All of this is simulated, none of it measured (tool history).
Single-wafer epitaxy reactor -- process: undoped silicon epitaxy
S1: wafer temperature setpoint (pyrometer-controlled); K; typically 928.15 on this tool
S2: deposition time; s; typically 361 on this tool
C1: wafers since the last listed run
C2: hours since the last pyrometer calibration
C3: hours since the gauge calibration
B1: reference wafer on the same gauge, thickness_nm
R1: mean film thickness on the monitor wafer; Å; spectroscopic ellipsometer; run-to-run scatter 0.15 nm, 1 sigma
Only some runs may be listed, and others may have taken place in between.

run 1 hour=0 | S1=928.15 S2=325 | C1=0 C2=352.7 C3=179 | B1=72.315 | R1=614.58
run 2 hour=57.4 | S1=928.15 S2=361 | C1=230 C2=410.1 C3=236.4 | B1=72.305 | R1=685.3
run 3 hour=122.8 | S1=928.15 S2=361 | C1=262 C2=475.5 C3=301.8 | B1=72.265 | R1=685.41
run 4 hour=173 | S1=928.15 S2=361 | C1=201 C2=525.7 C3=352 | B1=72.27 | R1=685.53
run 5 hour=236 | S1=928.15 S2=361 | C1=252 C2=588.7 C3=415 | B1=72.292 | R1=684.4
run 6 hour=329 | S1=928.15 S2=361 | C1=372 C2=681.7 C3=508 | B1=72.311 | R1=685.84
run 7 hour=399.2 | S1=928.15 S2=385 | C1=281 C2=751.9 C3=578.2 | B1=72.291 | R1=733.12
run 8 hour=465.3 | S1=928.15 S2=385 | C1=264 C2=818 C3=644.3 | B1=72.299 | R1=732.01
run 9 hour=523.5 | S1=925.15 S2=361 | C1=233 C2=876.2 C3=702.5 | B1=72.297 | R1=638.34
run 10 hour=568.6 | S1=935.15 S2=391 | C1=180 C2=921.3 C3=747.6 | B1=72.285 | R1=881.59
run 11 hour=639 | S1=934.15 S2=361 | C1=282 C2=991.7 C3=818 | B1=72.272 | R1=793.67
run 12 hour=702.3 | S1=934.15 S2=361 | C1=253 C2=1055 C3=881.3 | B1=72.308 | R1=796.45
run 13 hour=754 | S1=928.15 S2=361 | C1=207 C2=1106.7 C3=933 | B1=72.27 | R1=690.68
run 14 hour=848.4 | S1=928.15 S2=361 | C1=378 C2=1201.1 C3=1027.4 | B1=72.3 | R1=688.87
run 15 hour=916.7 | S1=928.15 S2=361 | C1=273 C2=1269.4 C3=1095.7 | B1=72.299 | R1=691.08
run 16 hour=975.1 | S1=928.15 S2=361 | C1=234 C2=1327.8 C3=1154.1 | B1=72.298 | R1=693.78
run 17 hour=1074.8 | S1=928.15 S2=361 | C1=399 C2=1427.5 C3=1253.8 | B1=72.304 | R1=693.44
run 18 hour=1119.6 | S1=940.15 S2=382 | C1=179 C2=1472.3 C3=1298.6 | B1=72.304 | R1=983.51
run 19 hour=1186.4 | S1=919.15 S2=412 | C1=267 C2=1539.1 C3=1365.4 | B1=72.299 | R1=632.98
run 20 hour=1253.9 | S1=943.15 S2=361 | C1=270 C2=1606.6 C3=1432.9 | B1=72.331 | R1=1001.93
-- hour=1273.5 pyrometer calibrated
run 21 hour=1344.9 | S1=928.15 S2=361 | C1=332 C2=71.4 C3=1523.9 | B1=72.286 | R1=682.76
run 22 hour=1386 | S1=928.15 S2=361 | C1=164 C2=112.5 C3=1565 | B1=72.315 | R1=683.52
-- hour=1398.1 gauge calibrated
run 23 hour=1459.8 | S1=924.15 S2=297 | C1=295 C2=186.3 C3=61.7 | B1=72.274 | R1=508.17
run 24 hour=1549.4 | S1=928.15 S2=311 | C1=359 C2=275.9 C3=151.3 | B1=72.277 | R1=588.51
run 25 hour=1628.3 | S1=913.15 S2=330 | C1=316 C2=354.8 C3=230.2 | B1=72.328 | R1=429.65
run 26 hour=1675.4 | S1=928.15 S2=361 | C1=188 C2=401.9 C3=277.3 | B1=72.289 | R1=684.45
run 27 hour=1751.2 | S1=922.15 S2=382 | C1=303 C2=477.7 C3=353.1 | B1=72.334 | R1=626.21
run 28 hour=1800.1 | S1=923.15 S2=361 | C1=196 C2=526.6 C3=402 | B1=72.319 | R1=607.04
run 29 hour=1868.4 | S1=928.15 S2=361 | C1=273 C2=594.9 C3=470.3 | B1=72.288 | R1=681.51
run 30 hour=1935.5 | S1=942.15 S2=393 | C1=268 C2=662 C3=537.4 | B1=72.315 | R1=1048.82
run 31 hour=2254.3 | S1=928.15 S2=361 | C1=1277 C2=980.8 C3=856.2 | B1=72.31 | R1=688.02
run 32 hour=2328.7 | S1=928.15 S2=382 | C1=298 C2=1055.2 C3=930.6 | B1=72.316 | R1=728.81

What will run 33 give?
run 33 hour=2401.5 | S1=914.15 S2=361 | C1=291 C2=1128 C3=1003.4 | B1=? | R1=?

{"run 33": {"B1": 72.298, "R1": 486.65}}
On a tool with no hidden condition, and with the same random variation, this run would have come out at R1 480.57 Å.
